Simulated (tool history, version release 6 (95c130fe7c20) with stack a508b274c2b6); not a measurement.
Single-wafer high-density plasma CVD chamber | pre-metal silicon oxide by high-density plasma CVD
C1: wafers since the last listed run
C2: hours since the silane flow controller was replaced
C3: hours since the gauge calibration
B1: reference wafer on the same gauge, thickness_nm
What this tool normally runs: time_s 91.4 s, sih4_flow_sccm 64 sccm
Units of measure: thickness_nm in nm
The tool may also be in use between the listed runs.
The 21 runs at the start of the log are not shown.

{"run": 22, "day": 27.404, "time_s": 76.7, "sih4_flow_sccm": 57, "C1": 304, "C2": 215.8, "C3": 699.7, "B1": 526.986, "thickness_nm": 474.768}
{"day": 27.692, "done": "gauge calibrated"}
{"run": 23, "day": 28.054, "time_s": 83.2, "sih4_flow_sccm": 53, "C1": 143, "C2": 231.4, "C3": 8.7, "B1": 527.341, "thickness_nm": 491.147}
{"run": 24, "day": 28.688, "time_s": 99.0, "sih4_flow_sccm": 57, "C1": 139, "C2": 246.6, "C3": 23.9, "B1": 527.432, "thickness_nm": 618.545}
{"run": 25, "day": 31.771, "time_s": 96.1, "sih4_flow_sccm": 55, "C1": 678, "C2": 320.6, "C3": 97.9, "B1": 526.941, "thickness_nm": 583.06}
{"run": 26, "day": 33.575, "time_s": 91.4, "sih4_flow_sccm": 64, "C1": 397, "C2": 363.9, "C3": 141.2, "B1": 526.725, "thickness_nm": 611.994}
{"run": 27, "day": 34.35, "time_s": 91.4, "sih4_flow_sccm": 64, "C1": 170, "C2": 382.5, "C3": 159.8, "B1": 527.103, "thickness_nm": 614.455}
{"run": 28, "day": 35.325, "time_s": 91.4, "sih4_flow_sccm": 74, "C1": 214, "C2": 405.9, "C3": 183.2, "B1": 526.867, "thickness_nm": 685.597}
{"run": 29, "day": 36.312, "time_s": 102.0, "sih4_flow_sccm": 55, "C1": 217, "C2": 429.6, "C3": 206.9, "B1": 527.022, "thickness_nm": 617.829}
{"run": 30, "day": 37.146, "time_s": 91.4, "sih4_flow_sccm": 64, "C1": 183, "C2": 449.6, "C3": 226.9, "B1": 527.423, "thickness_nm": 615.537}
{"run": 31, "day": 38.2, "time_s": 91.4, "sih4_flow_sccm": 64, "C1": 232, "C2": 474.9, "C3": 252.2, "B1": 526.942, "thickness_nm": 618.088}

What does the tool deliver on the next run?
{"run": 32, "day": 39.258, "time_s": 98.7, "sih4_flow_sccm": 64, "C1": 233, "C2": 500.3, "C3": 277.6, "B1": "?", "thickness_nm": "?"}

B1: 527.031
thickness_nm: 663.553 nm
If the tool had no hidden condition, the same run with the same run-to-run variation would have returned thickness_nm 666.672 nm.

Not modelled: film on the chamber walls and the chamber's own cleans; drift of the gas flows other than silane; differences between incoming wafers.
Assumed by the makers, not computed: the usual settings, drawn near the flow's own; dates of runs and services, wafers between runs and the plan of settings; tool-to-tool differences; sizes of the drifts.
